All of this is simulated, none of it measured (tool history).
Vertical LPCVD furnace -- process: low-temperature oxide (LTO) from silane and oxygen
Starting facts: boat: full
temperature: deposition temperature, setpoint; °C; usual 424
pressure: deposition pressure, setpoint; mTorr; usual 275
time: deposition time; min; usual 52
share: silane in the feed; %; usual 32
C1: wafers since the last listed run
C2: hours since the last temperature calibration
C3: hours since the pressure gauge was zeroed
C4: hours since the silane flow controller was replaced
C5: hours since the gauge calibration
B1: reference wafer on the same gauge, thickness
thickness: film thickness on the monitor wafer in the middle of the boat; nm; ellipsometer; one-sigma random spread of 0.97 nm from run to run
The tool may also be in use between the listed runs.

{"run": 1, "hour": 0.0, "temperature": 424, "pressure": 275, "time": 52, "share": 32, "C1": 0, "C2": 4408, "C3": 4183.9, "C4": 3384.8, "C5": 229.1, "B1": 512.88, "thickness": 580.84}
{"run": 2, "hour": 17.2, "temperature": 424, "pressure": 275, "time": 52, "share": 32, "C1": 347, "C2": 4425.2, "C3": 4201.1, "C4": 3402, "C5": 246.3, "B1": 512.72, "thickness": 582.27}
{"run": 3, "hour": 24.5, "temperature": 424, "pressure": 275, "time": 52, "share": 32, "C1": 147, "C2": 4432.5, "C3": 4208.4, "C4": 3409.3, "C5": 253.6, "B1": 512.89, "thickness": 581.57}
{"run": 4, "hour": 35.2, "temperature": 424, "pressure": 275, "time": 52, "share": 32, "C1": 216, "C2": 4443.2, "C3": 4219.1, "C4": 3420, "C5": 264.3, "B1": 513.46, "thickness": 581.6}
{"run": 5, "hour": 47.7, "temperature": 424, "pressure": 275, "time": 52, "share": 32, "C1": 252, "C2": 4455.7, "C3": 4231.6, "C4": 3432.5, "C5": 276.8, "B1": 512.75, "thickness": 582.37}
{"hour": 80.2, "done": "thermocouples replaced and temperature profile calibrated"}
{"hour": 89.9, "done": "pressure gauge zeroed"}
{"run": 6, "hour": 90.4, "temperature": 432, "pressure": 275, "time": 52, "share": 32, "C1": 180, "C2": 10.2, "C3": 0.5, "C4": 3475.2, "C5": 319.5, "B1": 512.94, "thickness": 660.27}
{"run": 7, "hour": 94.4, "temperature": 432, "pressure": 275, "time": 52, "share": 32, "C1": 80, "C2": 14.2, "C3": 4.5, "C4": 3479.2, "C5": 323.5, "B1": 512.61, "thickness": 662.11}
{"run": 8, "hour": 98.4, "temperature": 424, "pressure": 230, "time": 52, "share": 32, "C1": 80, "C2": 18.2, "C3": 8.5, "C4": 3483.2, "C5": 327.5, "B1": 513.16, "thickness": 507.64}
{"run": 9, "hour": 106.1, "temperature": 424, "pressure": 320, "time": 65, "share": 37, "C1": 155, "C2": 25.9, "C3": 16.2, "C4": 3490.9, "C5": 335.2, "B1": 512.9, "thickness": 1061.4}
{"run": 10, "hour": 120.2, "temperature": 434, "pressure": 275, "time": 52, "share": 32, "C1": 285, "C2": 40, "C3": 30.3, "C4": 3505, "C5": 349.3, "B1": 512.94, "thickness": 673.36}
{"hour": 147.0, "done": "silane flow controller replaced"}
{"run": 11, "hour": 147.5, "temperature": 424, "pressure": 275, "time": 65, "share": 34, "C1": 66, "C2": 67.3, "C3": 57.6, "C4": 0.5, "C5": 376.6, "B1": 513.29, "thickness": 820.45}
{"run": 12, "hour": 169.4, "temperature": 429, "pressure": 300, "time": 52, "share": 29, "C1": 442, "C2": 89.2, "C3": 79.5, "C4": 22.4, "C5": 398.5, "B1": 513.07, "thickness": 610.48}
{"run": 13, "hour": 186.5, "temperature": 415, "pressure": 210, "time": 52, "share": 26, "C1": 345, "C2": 106.3, "C3": 96.6, "C4": 39.5, "C5": 415.6, "B1": 513.03, "thickness": 310.74}
{"run": 14, "hour": 193.0, "temperature": 435, "pressure": 240, "time": 70.5, "share": 32, "C1": 131, "C2": 112.8, "C3": 103.1, "C4": 46, "C5": 422.1, "B1": 512.85, "thickness": 805.59}
{"run": 15, "hour": 204.6, "temperature": 432, "pressure": 320, "time": 44.5, "share": 35, "C1": 234, "C2": 124.4, "C3": 114.7, "C4": 57.6, "C5": 433.7, "B1": 512.83, "thickness": 738.51}
{"run": 16, "hour": 211.0, "temperature": 424, "pressure": 330, "time": 52, "share": 36, "C1": 129, "C2": 130.8, "C3": 121.1, "C4": 64, "C5": 440.1, "B1": 512.52, "thickness": 848.62}
{"run": 17, "hour": 219.9, "temperature": 424, "pressure": 275, "time": 52, "share": 32, "C1": 179, "C2": 139.7, "C3": 130, "C4": 72.9, "C5": 449, "B1": 512.97, "thickness": 607.36}
{"run": 18, "hour": 227.1, "temperature": 424, "pressure": 325, "time": 52, "share": 34, "C1": 145, "C2": 146.9, "C3": 137.2, "C4": 80.1, "C5": 456.2, "B1": 513.02, "thickness": 776.28}
{"run": 19, "hour": 235.5, "temperature": 424, "pressure": 325, "time": 58.5, "share": 32, "C1": 169, "C2": 155.3, "C3": 145.6, "C4": 88.5, "C5": 464.6, "B1": 512.74, "thickness": 804.46}
{"run": 20, "hour": 243.4, "temperature": 435, "pressure": 325, "time": 43.5, "share": 32, "C1": 159, "C2": 163.2, "C3": 153.5, "C4": 96.4, "C5": 472.5, "B1": 512.98, "thickness": 671.67}
{"hour": 251.3, "done": "gauge calibrated"}
{"run": 21, "hour": 255.2, "temperature": 424, "pressure": 275, "time": 52, "share": 32, "C1": 238, "C2": 175, "C3": 165.3, "C4": 108.2, "C5": 3.9, "B1": 512.84, "thickness": 606.64}
{"run": 22, "hour": 269.2, "temperature": 424, "pressure": 275, "time": 52, "share": 34, "C1": 283, "C2": 189, "C3": 179.3, "C4": 122.2, "C5": 17.9, "B1": 512.97, "thickness": 657.18}
{"run": 23, "hour": 283.5, "temperature": 424, "pressure": 275, "time": 35, "share": 32, "C1": 289, "C2": 203.3, "C3": 193.6, "C4": 136.5, "C5": 32.2, "B1": 513.38, "thickness": 408.02}
{"run": 24, "hour": 301.3, "temperature": 431, "pressure": 275, "time": 38.5, "share": 34, "C1": 359, "C2": 221.1, "C3": 211.4, "C4": 154.3, "C5": 50, "B1": 512.88, "thickness": 523.04}
{"run": 25, "hour": 308.6, "temperature": 424, "pressure": 275, "time": 52, "share": 32, "C1": 147, "C2": 228.4, "C3": 218.7, "C4": 161.6, "C5": 57.3, "B1": 512.95, "thickness": 605.81}
{"run": 26, "hour": 317.3, "temperature": 424, "pressure": 275, "time": 52, "share": 32, "C1": 175, "C2": 237.1, "C3": 227.4, "C4": 170.3, "C5": 66, "B1": 513.04, "thickness": 606.57}
{"run": 27, "hour": 328.4, "temperature": 424, "pressure": 275, "time": 52, "share": 32, "C1": 224, "C2": 248.2, "C3": 238.5, "C4": 181.4, "C5": 77.1, "B1": 512.87, "thickness": 604.44}
{"run": 28, "hour": 336.8, "temperature": 434, "pressure": 275, "time": 58, "share": 30, "C1": 169, "C2": 256.6, "C3": 246.9, "C4": 189.8, "C5": 85.5, "B1": 512.61, "thickness": 686.02}
{"run": 29, "hour": 353.7, "temperature": 419, "pressure": 245, "time": 52, "share": 37, "C1": 341, "C2": 273.5, "C3": 263.8, "C4": 206.7, "C5": 102.4, "B1": 512.84, "thickness": 615.03}
{"run": 30, "hour": 366.9, "temperature": 424, "pressure": 275, "time": 45.5, "share": 32, "C1": 266, "C2": 286.7, "C3": 277, "C4": 219.9, "C5": 115.6, "B1": 512.84, "thickness": 530.05}
{"run": 31, "hour": 376.9, "temperature": 424, "pressure": 275, "time": 52, "share": 32, "C1": 202, "C2": 296.7, "C3": 287, "C4": 229.9, "C5": 125.6, "B1": 512.97, "thickness": 607.05}

The tool's hidden state at each run:
true tube temperature minus thermocouple reading, K: 0, the same for each run
deviation of the silane flow from its setpoint, %: 0, the same for each run
gauge reads high (%): 0, the same for each run
H1: true pressure minus gauge reading, mTorr
run=1 H1=-12.1
run=2 H1=-12.2
run=3 H1=-12.2
run=4 H1=-12.3
run=5 H1=-12.3
run=6 H1=-0.441
run=7 H1=-0.453
run=8 H1=-0.466
run=9 H1=-0.489
run=10 H1=-0.533
run=11 H1=-0.617
run=12 H1=-0.685
run=13 H1=-0.738
run=14 H1=-0.758
run=15 H1=-0.794
run=16 H1=-0.814
run=17 H1=-0.841
run=18 H1=-0.863
run=19 H1=-0.889
run=20 H1=-0.914
run=21 H1=-0.95
run=22 H1=-0.993
run=23 H1=-1.04
run=24 H1=-1.09
run=25 H1=-1.12
run=26 H1=-1.14
run=27 H1=-1.18
run=28 H1=-1.2
run=29 H1=-1.25
run=30 H1=-1.3
run=31 H1=-1.33

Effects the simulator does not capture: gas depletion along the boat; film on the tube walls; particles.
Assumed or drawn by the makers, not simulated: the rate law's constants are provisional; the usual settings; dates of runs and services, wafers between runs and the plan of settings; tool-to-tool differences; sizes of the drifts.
